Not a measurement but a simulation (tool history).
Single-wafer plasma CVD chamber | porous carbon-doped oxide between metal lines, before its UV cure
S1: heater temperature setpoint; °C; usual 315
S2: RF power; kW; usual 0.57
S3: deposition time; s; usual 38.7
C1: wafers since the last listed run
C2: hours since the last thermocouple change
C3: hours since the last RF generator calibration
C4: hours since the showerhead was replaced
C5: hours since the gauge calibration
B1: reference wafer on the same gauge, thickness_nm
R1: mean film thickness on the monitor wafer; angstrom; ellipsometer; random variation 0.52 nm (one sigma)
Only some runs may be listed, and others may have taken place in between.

run	day	S1	S2	S3	C1	C2	C3	C4	C5	B1	R1
1	0	315	0.57	38.7	0	811.4	513.5	5361.4	176.3	205.054	2114.49
2	4.362	315	0.57	38.7	3028	916.1	618.2	5466.1	281	204.961	2111.17
3	8.05	315	0.57	38.7	2559	1004.6	706.7	5554.6	369.5	204.916	2115.85
4	10.192	315	0.57	38.7	1486	1056	758.1	5606	420.9	205.088	2115.74
5	13.217	315	0.57	38.7	2099	1128.6	830.7	5678.6	493.5	205.054	2115.11
6	16.538	315	0.57	38.7	2305	1208.3	910.4	5758.3	573.2	204.965	2116.6
# day 17.438: thermocouple changed; heater temperature recalibrated
7	19.004	315	0.57	38.7	1480	37.6	969.6	5817.5	632.4	205.017	2148.22
8	21.292	315	0.57	38.7	1587	92.5	1024.5	5872.4	687.3	204.908	2142.53
9	23.942	315	0.57	38.7	1839	156.1	1088.1	5936	750.9	204.854	2145.96
10	27.671	315	0.57	38.7	2588	245.6	1177.6	6025.5	840.4	205.093	2162.98
11	30.121	315	0.52	33.8	1700	304.4	1236.4	6084.3	899.2	204.939	1817.93
12	32.429	315	0.52	33.8	1602	359.8	1291.8	6139.7	954.6	205.01	1818.66
13	36.796	322	0.57	38.7	3031	464.6	1396.6	6244.5	1059.4	205.234	2095.32
# day 39.375: thermocouple changed; heater temperature recalibrated, repeated, since the last time left the tool worse
14	39.938	323	0.57	33.4	1949	13.5	1472	6319.9	1134.8	204.691	1746.51
# day 43.588: showerhead replaced
15	44.025	323	0.57	33.4	2606	111.6	1570.1	10.5	1232.9	205.152	1754.85
16	48.129	323	0.57	38.7	2848	210.1	1668.6	109	1331.4	205.141	2022.68
17	49.688	323	0.57	38.7	1081	247.5	1706	146.4	1368.8	205.135	2027.36
# day 50.2: gauge calibrated
18	51.525	302	0.465	31.8	1275	291.6	1750.1	190.5	31.8	204.964	1697.81
19	54.925	330	0.47	38.7	2360	373.2	1831.7	272.1	113.4	204.884	1811.59
20	56.608	309	0.57	38.7	1168	413.6	1872.1	312.5	153.8	205.035	2163.79
21	59.783	326	0.675	40.7	2203	489.8	1948.3	388.7	230	204.968	2277.74
22	63.921	315	0.68	44.7	2872	589.1	2047.6	488	329.3	204.772	2631.24
23	67.312	322	0.485	43.1	2354	670.5	2129	569.4	410.7	205.04	2126.75
24	69.417	315	0.57	38.7	1460	721	2179.5	619.9	461.2	205.088	2112.86
25	72.746	324	0.67	43.1	2310	800.9	2259.4	699.8	541.1	205.16	2413.64
# day 76.062: RF generator calibrated
26	77.154	319	0.5	43.3	2828	906.7	26.2	805.6	646.9	204.912	2191.35
27	80.004	315	0.57	38.7	1978	975.1	94.6	874	715.3	204.827	2108.61
28	82.05	307	0.49	41.8	1420	1024.2	143.7	923.1	764.4	204.961	2218.81
29	84.092	307	0.57	45.1	1417	1073.2	192.7	972.1	813.4	205.217	2543.16
# day 86.183: thermocouple changed; heater temperature recalibrated
30	88.146	309	0.57	45.1	2582	47.1	290	1069.4	910.7	204.87	2490.72
31	91.688	310	0.57	34.2	2458	132.1	375	1154.4	995.7	205.128	1891.47
32	93.288	315	0.57	38.7	1110	170.5	413.4	1192.8	1034.1	204.84	2084.86
33	95.488	323	0.57	33.4	1527	223.3	466.2	1245.6	1086.9	204.952	1749.25
34	98.904	305	0.57	32.7	2371	305.3	548.2	1327.6	1168.9	204.812	1864.73

3 ways to go on from here, each from the tool as it stands after run 34. What would each give?
A	98.921	315	0.68	38.7	11	305.7	548.6	1328	1169.3	?	?
B	98.921	308	0.57	38.7	11	305.7	548.6	1328	1169.3	?	?
C	98.921	307	0.57	38.7	11	305.7	548.6	1328	1169.3	?	?

run	B1	R1
A	205.033	2262.17
B	205.033	2163.19
C	205.033	2173.65
With no hidden state in the tool, these same runs would have given:
run	R1
A	2248.61
B	2149.58
C	2159.94
